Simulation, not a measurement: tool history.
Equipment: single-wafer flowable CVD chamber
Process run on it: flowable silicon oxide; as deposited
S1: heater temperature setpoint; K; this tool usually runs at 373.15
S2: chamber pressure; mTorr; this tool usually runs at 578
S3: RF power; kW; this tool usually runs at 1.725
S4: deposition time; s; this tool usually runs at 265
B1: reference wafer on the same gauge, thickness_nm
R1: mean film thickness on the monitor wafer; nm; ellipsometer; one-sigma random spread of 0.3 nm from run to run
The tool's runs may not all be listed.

run 1 hour=0.0 | S1=373.15 S2=578 S3=1.725 S4=265 | B1=85.774 | R1=120.958
run 2 hour=7.6 | S1=373.15 S2=578 S3=1.725 S4=265 | B1=85.901 | R1=120.300
run 3 hour=25.0 | S1=373.15 S2=578 S3=1.725 S4=265 | B1=85.917 | R1=120.523
run 4 hour=42.0 | S1=373.15 S2=578 S3=1.725 S4=265 | B1=85.955 | R1=120.321
run 5 hour=56.6 | S1=373.15 S2=578 S3=1.725 S4=265 | B1=85.907 | R1=121.035
run 6 hour=70.2 | S1=373.15 S2=578 S3=1.725 S4=265 | B1=85.779 | R1=120.694
run 7 hour=82.9 | S1=373.15 S2=578 S3=1.725 S4=265 | B1=85.983 | R1=120.712
run 8 hour=95.2 | S1=373.15 S2=578 S3=1.725 S4=265 | B1=85.916 | R1=120.447
-- hour=112.8 thermocouple changed; heater temperature recalibrated
run 9 hour=113.3 | S1=373.15 S2=578 S3=1.725 S4=265 | B1=85.885 | R1=94.081
-- hour=126.1 showerhead replaced
run 10 hour=126.6 | S1=373.15 S2=578 S3=1.725 S4=265 | B1=85.947 | R1=94.565
-- hour=143.3 RF generator calibrated
run 11 hour=143.8 | S1=385.15 S2=578 S3=1.850 S4=265 | B1=85.957 | R1=61.558
run 12 hour=147.7 | S1=366.15 S2=578 S3=1.725 S4=265 | B1=85.801 | R1=123.758
run 13 hour=160.6 | S1=373.15 S2=578 S3=1.725 S4=265 | B1=85.939 | R1=95.734
run 14 hour=169.6 | S1=386.15 S2=578 S3=1.405 S4=265 | B1=85.993 | R1=56.804
run 15 hour=182.8 | S1=368.15 S2=578 S3=1.725 S4=265 | B1=85.936 | R1=115.214
run 16 hour=189.8 | S1=388.15 S2=516 S3=1.435 S4=297 | B1=85.925 | R1=53.749
-- hour=195.8 gauge calibrated
-- hour=206.2 capacitance manometer re-zeroed and calibrated
run 17 hour=206.7 | S1=373.15 S2=693 S3=1.515 S4=239 | B1=85.948 | R1=102.513
run 18 hour=238.9 | S1=373.15 S2=578 S3=1.725 S4=265 | B1=85.897 | R1=97.505
run 19 hour=249.8 | S1=373.15 S2=578 S3=1.725 S4=265 | B1=85.919 | R1=97.356
run 20 hour=258.0 | S1=383.15 S2=578 S3=1.900 S4=265 | B1=85.857 | R1=68.327
run 21 hour=266.5 | S1=373.15 S2=578 S3=1.725 S4=265 | B1=85.821 | R1=98.308

A few steps of R1 between consecutive runs. Split each: what settings, incoming material and random variation would produce without the hidden state, and what is left over for the hidden state, along with gauge scatter present in only one of the two compared results (measured, and without hidden state):
Hidden state at play: wafer temperature above the value expected at the setpoint (K); delivered RF power above the setpoint (%); true pressure above the setpoint (%); gauge reads high (%).
Run 8 -> 9: thermocouple changed; heater temperature recalibrated. R1 -26.366 nm: hidden state -26.511, all else +0.145.
Run 10 -> 11: S1 373.15 -> 385.15, S3 1.725 -> 1.850, RF generator calibrated. R1 -33.007 nm: hidden state +1.034, all else -34.041.
Run 11 -> 12: S1 385.15 -> 366.15, S3 1.850 -> 1.725. R1 +62.200 nm: hidden state -0.845, all else +63.045.
Run 15 -> 16: S1 368.15 -> 388.15, S2 578 -> 516, S3 1.725 -> 1.435, S4 265 -> 297. R1 -61.465 nm: hidden state +0.357, all else -61.822.
